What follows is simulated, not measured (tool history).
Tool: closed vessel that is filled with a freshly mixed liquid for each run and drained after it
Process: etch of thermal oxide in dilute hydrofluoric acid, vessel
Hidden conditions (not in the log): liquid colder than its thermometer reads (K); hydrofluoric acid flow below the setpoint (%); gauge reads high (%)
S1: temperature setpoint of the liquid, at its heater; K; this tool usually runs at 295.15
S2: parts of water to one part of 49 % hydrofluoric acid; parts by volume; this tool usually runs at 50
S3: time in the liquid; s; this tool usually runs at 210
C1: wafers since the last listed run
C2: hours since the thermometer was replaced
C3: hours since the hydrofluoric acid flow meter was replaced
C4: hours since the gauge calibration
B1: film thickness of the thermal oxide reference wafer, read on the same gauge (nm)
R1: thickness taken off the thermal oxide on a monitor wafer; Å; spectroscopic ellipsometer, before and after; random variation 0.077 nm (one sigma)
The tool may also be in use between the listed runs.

run	hour	S1	S2	S3	C1	C2	C3	C4	B1	R1
1	0.0	292.15	50	255	0	1206.8	872.6	350.1	30.00	211.6
2	41.0	295.15	50	245	4066	1247.8	913.6	391.1	30.01	230.8
3	67.3	295.15	50	245	2608	1274.1	939.9	417.4	29.99	230.7
4	134.6	295.15	50	135	6674	1341.4	1007.2	484.7	30.01	127.6
5	162.1	295.15	50	210	2727	1368.9	1034.7	512.2	30.01	198.2
6	199.2	295.15	50	210	3679	1406.0	1071.8	549.3	29.98	199.0
7	255.8	295.15	50	210	5613	1462.6	1128.4	605.9	30.01	196.7
8	316.4	295.15	50	210	6009	1523.2	1189.0	666.5	29.98	196.6
9	372.3	295.15	50	210	5543	1579.1	1244.9	722.4	30.01	196.6
10	405.3	291.65	50	210	3272	1612.1	1277.9	755.4	29.99	170.4
11	472.8	291.65	50	210	6694	1679.6	1345.4	822.9	30.00	168.7
# hour 497.7: hydrofluoric acid flow meter replaced
12	513.7	291.15	55	210	3957	1720.5	16.0	863.8	30.05	149.8
13	584.6	291.15	55	210	7031	1791.4	86.9	934.7	29.96	149.7
14	629.7	296.65	40	90	4472	1836.5	132.0	979.8	29.99	114.5
15	672.1	295.15	30	210	4204	1878.9	174.4	1022.2	30.00	334.7
16	823.2	295.15	60	210	14985	2030.0	325.5	1173.3	29.99	162.0
# hour 843.8: thermometer replaced
17	865.0	295.15	50	135	4046	21.2	367.3	1215.1	29.99	130.0
18	925.2	295.15	40	210	5970	81.4	427.5	1275.3	29.95	257.4
19	972.3	295.15	50	290	4671	128.5	474.6	1322.4	30.03	279.3
20	1017.2	293.15	60	305	4452	173.4	519.5	1367.3	30.00	221.8
21	1080.9	295.15	50	210	6317	237.1	583.2	1431.0	30.05	202.8
22	1128.2	291.15	55	210	4690	284.4	630.5	1478.3	30.02	154.0
23	1190.2	299.65	50	210	6148	346.4	692.5	1540.3	30.00	242.0
24	1221.3	297.15	50	210	3084	377.5	723.6	1571.4	29.97	219.0
# hour 1229.8: gauge calibrated
25	1275.1	293.65	55	295	5335	431.3	777.4	45.3	30.04	241.4
26	1344.6	295.15	50	210	6892	500.8	846.9	114.8	29.97	200.1
27	1376.7	295.15	50	210	3183	532.9	879.0	146.9	30.00	201.2
28	1405.7	299.65	60	150	2876	561.9	908.0	175.9	30.00	141.6
29	1433.9	295.15	40	115	2796	590.1	936.2	204.1	29.98	139.4
30	1569.3	299.65	70	210	13428	725.5	1071.6	339.5	30.01	166.5
31	1602.1	298.15	30	210	3252	758.3	1104.4	372.3	30.01	388.1
32	1698.4	290.65	65	210	9550	854.6	1200.7	468.6	30.02	124.3
33	1766.8	299.15	35	165	6783	923.0	1269.1	537.0	29.99	267.5
34	1832.7	295.15	35	210	6535	988.9	1335.0	602.9	30.00	289.8
35	1859.9	292.65	60	210	2697	1016.1	1362.2	630.1	29.95	147.5

Hidden state or all else? Some run-to-run changes of R1, split into what the settings, what came in and random variation would give without the hidden state, and what is left for the hidden state (with any gauge scatter that isn't in both results):
Run 14 -> 15: S1 296.65 -> 295.15, S2 40 -> 30, S3 90 -> 210. R1 +220.2 Å: hidden state -7.6, all else +227.8.
Run 15 -> 16: S2 30 -> 60. R1 -172.7 Å: hidden state +5.5, all else -178.2.
Run 16 -> 17: S2 60 -> 50, S3 210 -> 135, thermometer replaced. R1 -32.0 Å: hidden state +5.7, all else -37.7.
Run 30 -> 31: S1 299.65 -> 298.15, S2 70 -> 30. R1 +221.6 Å: hidden state -3.4, all else +225.0.
Run 31 -> 32: S1 298.15 -> 290.65, S2 30 -> 65. R1 -263.8 Å: hidden state +3.5, all else -267.3.

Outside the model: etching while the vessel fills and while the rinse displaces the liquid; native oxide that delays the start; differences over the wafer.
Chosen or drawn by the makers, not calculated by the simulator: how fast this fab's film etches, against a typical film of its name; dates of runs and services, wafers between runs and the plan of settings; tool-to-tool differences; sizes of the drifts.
